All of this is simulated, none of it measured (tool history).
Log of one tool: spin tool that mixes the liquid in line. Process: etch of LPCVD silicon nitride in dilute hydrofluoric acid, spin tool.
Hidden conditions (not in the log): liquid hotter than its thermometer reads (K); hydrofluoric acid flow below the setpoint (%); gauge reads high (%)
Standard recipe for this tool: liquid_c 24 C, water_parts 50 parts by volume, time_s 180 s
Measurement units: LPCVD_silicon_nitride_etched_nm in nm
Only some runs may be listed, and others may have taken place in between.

| run | hour | liquid_c | water_parts | time_s | wafers since the last listed run | hours since the thermometer was replaced | hours since the hydrofluoric acid flow meter was replaced | hours since the gauge calibration | read-back film thickness of the LPCVD silicon nitride reference wafer, read on the same gauge (nm) | LPCVD_silicon_nitride_etched_nm |
|---|---|---|---|---|---|---|---|---|---|---|
| 1 | 0 | 24 | 50 | 180 | 0 | 1718.5 | 681.4 | 795.7 | 89.969 | 1.557 |
| 2 | 101.1 | 24 | 55 | 180 | 568 | 1819.6 | 782.5 | 896.8 | 89.999 | 1.403 |
| 3 | 201.1 | 24 | 55 | 180 | 562 | 1919.6 | 882.5 | 996.8 | 90.02 | 1.358 |
| 4 | 246 | 24 | 50 | 180 | 252 | 1964.5 | 927.4 | 1041.7 | 90.011 | 1.522 |
| 5 | 306.5 | 27.5 | 50 | 180 | 340 | 2025 | 987.9 | 1102.2 | 90 | 1.875 |
| 6 | 391.5 | 27.5 | 50 | 180 | 478 | 2110 | 1072.9 | 1187.2 | 89.999 | 1.836 |
| 7 | 460 | 27.5 | 50 | 180 | 385 | 2178.5 | 1141.4 | 1255.7 | 89.987 | 1.812 |
| 8 | 532.9 | 24 | 50 | 180 | 410 | 2251.4 | 1214.3 | 1328.6 | 90.029 | 1.49 |
|  | 557.6 | gauge calibrated |
| 9 | 616.1 | 24 | 50 | 180 | 468 | 2334.6 | 1297.5 | 58.5 | 89.996 | 1.471 |
|  | 620.2 | thermometer replaced |
| 10 | 674.7 | 27.5 | 50 | 180 | 324 | 54.5 | 1356.1 | 117.1 | 89.982 | 1.837 |
| 11 | 774 | 24 | 60 | 180 | 558 | 153.8 | 1455.4 | 216.4 | 90.008 | 1.188 |
|  | 812.7 | hydrofluoric acid flow meter replaced |
| 12 | 860.6 | 27 | 65 | 180 | 481 | 240.4 | 47.9 | 303 | 90.009 | 1.572 |
| 13 | 900.1 | 25.5 | 25 | 125 | 222 | 279.9 | 87.4 | 342.5 | 90.02 | 2.463 |
| 14 | 996.1 | 26 | 45 | 180 | 540 | 375.9 | 183.4 | 438.5 | 89.986 | 2.067 |
| 15 | 1086.2 | 19.5 | 30 | 105 | 506 | 466 | 273.5 | 528.6 | 90.006 | 1.108 |
| 16 | 1154.8 | 19 | 70 | 135 | 385 | 534.6 | 342.1 | 597.2 | 90.015 | 0.61 |
| 17 | 1203.3 | 19 | 70 | 135 | 272 | 583.1 | 390.6 | 645.7 | 89.999 | 0.615 |
| 18 | 1289.4 | 24 | 50 | 180 | 484 | 669.2 | 476.7 | 731.8 | 89.994 | 1.566 |

Alternative continuations, all from the tool just after run 18; predict every row:
| A | 1289.9 | 24 | 50 | 90 | 2 | 669.7 | 477.2 | 732.3 | ? | ? |
| B | 1289.9 | 28 | 70 | 75 | 2 | 669.7 | 477.2 | 732.3 | ? | ? |
| C | 1289.9 | 19.5 | 60 | 230 | 2 | 669.7 | 477.2 | 732.3 | ? | ? |
| D | 1289.9 | 24 | 30 | 180 | 2 | 669.7 | 477.2 | 732.3 | ? | ? |

| run | read-back film thickness of the LPCVD silicon nitride reference wafer, read on the same gauge (nm) | LPCVD_silicon_nitride_etched_nm |
|---|---|---|
| A | 89.98 | 0.78 |
| B | 89.98 | 0.608 |
| C | 89.98 | 1.227 |
| D | 89.98 | 2.567 |
Without the tool's hidden state the same runs would have given:
| run | LPCVD_silicon_nitride_etched_nm |
|---|---|
| A | 0.814 |
| B | 0.634 |
| C | 1.279 |
| D | 2.676 |
